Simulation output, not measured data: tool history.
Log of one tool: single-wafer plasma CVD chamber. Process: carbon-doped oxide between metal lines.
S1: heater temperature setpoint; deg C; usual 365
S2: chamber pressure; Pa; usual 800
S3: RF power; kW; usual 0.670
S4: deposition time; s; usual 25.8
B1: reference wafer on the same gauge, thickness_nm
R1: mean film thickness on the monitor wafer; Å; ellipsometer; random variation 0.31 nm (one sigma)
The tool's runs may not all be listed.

| run | day | S1 | S2 | S3 | S4 | B1 | R1 |
|---|---|---|---|---|---|---|---|
| 1 | 0.000 | 365 | 800 | 0.715 | 25.8 | 126.007 | 1492.45 |
|  | 0.933 | thermocouple changed; heater temperature recalibrated |
|  | 0.942 | capacitance manometer re-zeroed and calibrated |
| 2 | 1.879 | 365 | 800 | 0.715 | 25.8 | 125.935 | 1471.26 |
|  | 2.038 | gauge calibrated |
| 3 | 2.279 | 365 | 949 | 0.670 | 25.8 | 126.143 | 1417.50 |
|  | 2.808 | showerhead replaced |
| 4 | 2.942 | 365 | 949 | 0.670 | 25.8 | 126.102 | 1413.96 |
| 5 | 3.658 | 379 | 800 | 0.795 | 29.1 | 126.168 | 1741.30 |
| 6 | 4.000 | 353 | 892 | 0.765 | 29.0 | 126.052 | 1816.85 |
| 7 | 4.542 | 379 | 800 | 0.720 | 25.8 | 126.016 | 1428.09 |
| 8 | 5.096 | 365 | 908 | 0.670 | 25.8 | 126.013 | 1415.79 |
| 9 | 5.546 | 372 | 800 | 0.555 | 29.1 | 126.045 | 1314.85 |
| 10 | 6.279 | 379 | 800 | 0.795 | 29.1 | 126.074 | 1739.72 |
|  | 6.850 | RF generator calibrated |
| 11 | 6.871 | 379 | 800 | 0.795 | 29.1 | 126.061 | 1738.75 |
| 12 | 7.096 | 365 | 800 | 0.770 | 25.8 | 125.933 | 1562.27 |
| 13 | 7.842 | 375 | 800 | 0.670 | 25.8 | 125.988 | 1361.14 |
| 14 | 8.096 | 359 | 696 | 0.705 | 25.8 | 126.131 | 1449.03 |
| 15 | 8.833 | 365 | 955 | 0.570 | 25.8 | 126.028 | 1236.76 |
| 16 | 9.358 | 365 | 800 | 0.670 | 25.8 | 125.909 | 1398.98 |
| 17 | 9.679 | 365 | 800 | 0.565 | 25.8 | 126.002 | 1208.37 |
| 18 | 10.188 | 378 | 800 | 0.670 | 25.8 | 126.004 | 1355.04 |
| 19 | 10.442 | 365 | 800 | 0.595 | 21.6 | 125.988 | 1061.98 |
| 20 | 10.792 | 359 | 800 | 0.670 | 25.8 | 125.988 | 1417.34 |

The next listed run, before its measurement:
| 21 | 11.108 | 352 | 800 | 0.670 | 25.8 | ? | ? |

{"run 21": {"B1": 126.067, "R1": 1445.87}}
Without the tool's hidden state the same run would have given R1 1437.18 Å.
